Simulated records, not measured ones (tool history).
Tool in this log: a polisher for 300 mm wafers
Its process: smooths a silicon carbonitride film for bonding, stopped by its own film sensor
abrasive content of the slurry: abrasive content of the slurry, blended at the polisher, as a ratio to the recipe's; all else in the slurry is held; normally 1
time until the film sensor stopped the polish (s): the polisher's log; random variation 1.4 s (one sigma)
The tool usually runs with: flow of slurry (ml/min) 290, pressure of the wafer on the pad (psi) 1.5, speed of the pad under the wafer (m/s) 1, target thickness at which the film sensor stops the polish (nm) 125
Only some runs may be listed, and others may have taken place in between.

| run | hour | flow of slurry (ml/min) | pressure of the wafer on the pad (psi) | speed of the pad under the wafer (m/s) | abrasive content of the slurry | target thickness at which the film sensor stops the polish (nm) | incoming thickness of the incoming film, nm | time until the film sensor stopped the polish (s) |
|---|---|---|---|---|---|---|---|---|
| 1 | 0 | 215 | 1.5 | 1 | 1 | 125 | 138.5 | 85.7 |
|  | 44.9 | slurry blender recalibrated |
|  | 108.5 | head pressure recalibrated |
| 2 | 188.6 | 215 | 1.5 | 1 | 1 | 125 | 140.6 | 88.1 |
|  | 246 | slurry nozzle cleaned |
| 3 | 247.5 | 215 | 1.5 | 1 | 1 | 125 | 142 | 99 |
|  | 279.1 | worn pad replaced by a new one |
| 4 | 295.6 | 290 | 1.5 | 1 | 0.8 | 125 | 138.8 | 87.5 |
|  | 354.8 | slurry blender recalibrated |
| 5 | 365.3 | 290 | 1.5 | 1 | 0.8 | 125 | 139.4 | 80.2 |
| 6 | 400.7 | 290 | 1.5 | 1 | 1 | 125 | 141.9 | 88.3 |
| 7 | 462.4 | 290 | 1.5 | 1 | 1 | 127 | 140.5 | 76.1 |
| 8 | 496.1 | 290 | 1.5 | 1 | 1 | 127 | 141.3 | 81.2 |
| 9 | 522.4 | 290 | 1.5 | 1 | 1 | 127 | 139.1 | 69.4 |
|  | 591.5 | worn pad replaced by a new one |
| 10 | 592 | 290 | 1.5 | 1 | 1 | 125 | 139.4 | 88.4 |
| 11 | 615 | 290 | 1.5 | 1 | 1 | 125 | 140.9 | 98.1 |
|  | 637.7 | slurry blender recalibrated |
| 12 | 639.3 | 290 | 1.5 | 1 | 1 | 128 | 139.8 | 67.6 |
| 13 | 691.7 | 290 | 1.5 | 1 | 1 | 128 | 141.7 | 78.9 |
| 14 | 737.2 | 360 | 1.5 | 1 | 1 | 125 | 137.1 | 69.2 |
|  | 750.9 | slurry nozzle cleaned |
|  | 757.9 | head pressure recalibrated |
| 15 | 766.3 | 290 | 1.5 | 1 | 0.75 | 122 | 142.2 | 118.4 |
| 16 | 822.2 | 290 | 1.5 | 1 | 1 | 125 | 139.4 | 78 |
|  | 927.7 | worn pad replaced by a new one |
|  | 998.6 | slurry blender recalibrated |
| 17 | 1001.9 | 290 | 1.5 | 1 | 1 | 125 | 141.1 | 82.8 |
| 18 | 1027.3 | 335 | 1.5 | 1 | 1.15 | 130 | 138.4 | 39.7 |
| 19 | 1092.8 | 290 | 1.5 | 1 | 1.2 | 125 | 138.5 | 69.4 |
| 20 | 1128.7 | 190 | 1.5 | 0.86 | 0.75 | 125 | 141.9 | 122.5 |
| 21 | 1196.4 | 260 | 1.5 | 1.22 | 1 | 126 | 138.2 | 65.3 |
|  | 1226.5 | worn pad replaced by a new one |
|  | 1259.3 | slurry nozzle cleaned |
| 22 | 1265.2 | 290 | 1.5 | 1 | 1 | 125 | 139.4 | 91.2 |
|  | 1285.8 | slurry blender recalibrated |
| 23 | 1297.4 | 290 | 1.5 | 1.26 | 0.7 | 125 | 140.3 | 82.3 |
| 24 | 1337.3 | 335 | 1.5 | 1 | 1.15 | 130 | 140.5 | 55.3 |
|  | 1398.4 | head pressure recalibrated |
| 25 | 1402.6 | 365 | 1.2 | 1.24 | 0.9 | 125 | 141.9 | 102.8 |
| 26 | 1468.2 | 370 | 1.5 | 1 | 1 | 125 | 140.2 | 81.4 |
| 27 | 1533.1 | 365 | 1.2 | 1.24 | 0.9 | 125 | 139 | 89.3 |
| 28 | 1572.7 | 290 | 1.3 | 1.26 | 1.15 | 125 | 139.2 | 79.8 |
|  | 1579.2 | worn pad replaced by a new one |
| 29 | 1600.5 | 290 | 1.5 | 1 | 1 | 122 | 137.9 | 95.9 |
|  | 1637.8 | slurry blender recalibrated |
| 30 | 1643.6 | 290 | 1.5 | 1 | 1.1 | 123 | 137.4 | 71.2 |

Alternative continuations, all from the tool just after run 30; predict every row:
| A | 1644.1 | 345 | 1.5 | 1 | 1 | 125 | 139.3 | ? |
| B | 1644.1 | 235 | 1.5 | 0.88 | 1 | 128 | 139.3 | ? |
| C | 1644.1 | 290 | 1.1 | 1 | 1 | 125 | 139.3 | ? |

| run | time until the film sensor stopped the polish (s) |
|---|---|
| A | 72.7 |
| B | 63.3 |
| C | 96.3 |
What these runs would have given with no unlogged condition in the tool:
| run | time until the film sensor stopped the polish (s) |
|---|---|
| A | 70.5 |
| B | 61.5 |
| C | 93.4 |
